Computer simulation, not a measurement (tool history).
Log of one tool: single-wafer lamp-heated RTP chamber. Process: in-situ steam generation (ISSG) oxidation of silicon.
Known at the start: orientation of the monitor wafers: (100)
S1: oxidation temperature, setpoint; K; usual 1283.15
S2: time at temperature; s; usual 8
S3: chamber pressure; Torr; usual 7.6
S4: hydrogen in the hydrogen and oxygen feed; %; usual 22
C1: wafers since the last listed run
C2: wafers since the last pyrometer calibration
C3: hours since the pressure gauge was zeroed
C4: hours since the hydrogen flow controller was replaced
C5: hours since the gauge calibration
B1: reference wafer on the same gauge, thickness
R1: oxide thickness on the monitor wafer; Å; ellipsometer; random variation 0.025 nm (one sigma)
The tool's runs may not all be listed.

run 1 day=0 | S1=1283.15 S2=8 S3=7.3 S4=22 | C1=0 C2=1236 C3=1577.5 C4=1626.8 C5=296.4 | B1=3.619 | R1=42.94
run 2 day=3.35 | S1=1283.15 S2=8 S3=7.3 S4=22 | C1=867 C2=2104 C3=1657.9 C4=1707.2 C5=376.8 | B1=3.624 | R1=43.59
-- day=6.308 pyrometer window cleaned and pyrometer calibrated
run 3 day=6.962 | S1=1283.15 S2=8 S3=7.3 S4=22 | C1=849 C2=169 C3=1744.6 C4=1793.9 C5=463.5 | B1=3.619 | R1=42.13
run 4 day=10.042 | S1=1283.15 S2=8 S3=7.6 S4=22 | C1=797 C2=967 C3=1818.5 C4=1867.8 C5=537.4 | B1=3.618 | R1=42.93
run 5 day=13.9 | S1=1283.15 S2=8 S3=7.6 S4=22 | C1=999 C2=1966 C3=1911.1 C4=1960.4 C5=630 | B1=3.621 | R1=43.42
-- day=17.838 pyrometer window cleaned and pyrometer calibrated
-- day=18.258 pressure gauge zeroed
run 6 day=18.279 | S1=1283.15 S2=8 S3=7.6 S4=30 | C1=961 C2=28 C3=0.5 C4=2065.5 C5=735.1 | B1=3.624 | R1=46.95
run 7 day=19.733 | S1=1283.15 S2=8 S3=7.6 S4=30 | C1=376 C2=405 C3=35.4 C4=2100.4 C5=770 | B1=3.622 | R1=47.18
-- day=20.404 gauge calibrated
run 8 day=22.517 | S1=1283.15 S2=8 S3=6.9 S4=22 | C1=721 C2=1126 C3=102.2 C4=2167.2 C5=50.7 | B1=3.625 | R1=42.87
run 9 day=25.142 | S1=1283.15 S2=9 S3=7.6 S4=20 | C1=680 C2=1806 C3=165.2 C4=2230.2 C5=113.7 | B1=3.621 | R1=44.57
run 10 day=27.796 | S1=1289.15 S2=10 S3=7.6 S4=22 | C1=687 C2=2494 C3=228.9 C4=2293.9 C5=177.4 | B1=3.624 | R1=49.36
-- day=29.367 pyrometer window cleaned and pyrometer calibrated
run 11 day=29.912 | S1=1283.15 S2=8 S3=7.6 S4=19 | C1=462 C2=141 C3=279.7 C4=2344.7 C5=228.2 | B1=3.619 | R1=40.95
-- day=31.533 hydrogen flow controller replaced
run 12 day=32.896 | S1=1289.15 S2=8 S3=6.9 S4=12 | C1=686 C2=828 C3=351.3 C4=32.7 C5=299.8 | B1=3.624 | R1=37.16
run 13 day=36.842 | S1=1283.15 S2=10 S3=7.6 S4=27 | C1=1022 C2=1850 C3=446 C4=127.4 C5=394.5 | B1=3.624 | R1=50.6
-- day=40.825 pyrometer window cleaned and pyrometer calibrated
run 14 day=40.846 | S1=1275.15 S2=7 S3=7.6 S4=22 | C1=951 C2=5 C3=542.1 C4=223.5 C5=490.6 | B1=3.626 | R1=39.57
run 15 day=44.229 | S1=1283.15 S2=8 S3=7.6 S4=22 | C1=876 C2=882 C3=623.3 C4=304.7 C5=571.8 | B1=3.624 | R1=43.07
run 16 day=47.338 | S1=1267.15 S2=11 S3=8.7 S4=31 | C1=805 C2=1687 C3=697.9 C4=379.3 C5=646.4 | B1=3.621 | R1=51.21
run 17 day=51.788 | S1=1267.15 S2=11 S3=7.6 S4=22 | C1=1152 C2=2840 C3=804.7 C4=486.1 C5=753.2 | B1=3.611 | R1=48.04
-- day=53.562 pyrometer window cleaned and pyrometer calibrated
-- day=53.788 gauge calibrated
run 18 day=54.975 | S1=1264.15 S2=5 S3=7.6 S4=16 | C1=739 C2=365 C3=881.2 C4=562.6 C5=28.5 | B1=3.627 | R1=30.9
run 19 day=56.658 | S1=1275.15 S2=7 S3=7.6 S4=22 | C1=436 C2=801 C3=921.6 C4=603 C5=68.9 | B1=3.612 | R1=39.91

4 ways to go on from here, each from the tool as it stands after run 19. What would each give?
run A day=56.679 | S1=1283.15 S2=8 S3=7.6 S4=22 | C1=5 C2=807 C3=922.1 C4=603.5 C5=69.4 | B1=? | R1=?
run B day=56.679 | S1=1271.15 S2=6 S3=8.8 S4=22 | C1=5 C2=807 C3=922.1 C4=603.5 C5=69.4 | B1=? | R1=?
run C day=56.679 | S1=1278.15 S2=8 S3=8 S4=17 | C1=5 C2=807 C3=922.1 C4=603.5 C5=69.4 | B1=? | R1=?
run D day=56.679 | S1=1276.15 S2=10 S3=7.2 S4=14 | C1=5 C2=807 C3=922.1 C4=603.5 C5=69.4 | B1=? | R1=?

run=A B1=3.624 R1=42.79
run=B B1=3.624 R1=36.5
run=C B1=3.624 R1=39.37
run=D B1=3.624 R1=40.85
Without the tool's hidden state the same runs would have given:
run=A R1=42.64
run=B R1=36.4
run=C R1=39.23
run=D R1=40.7
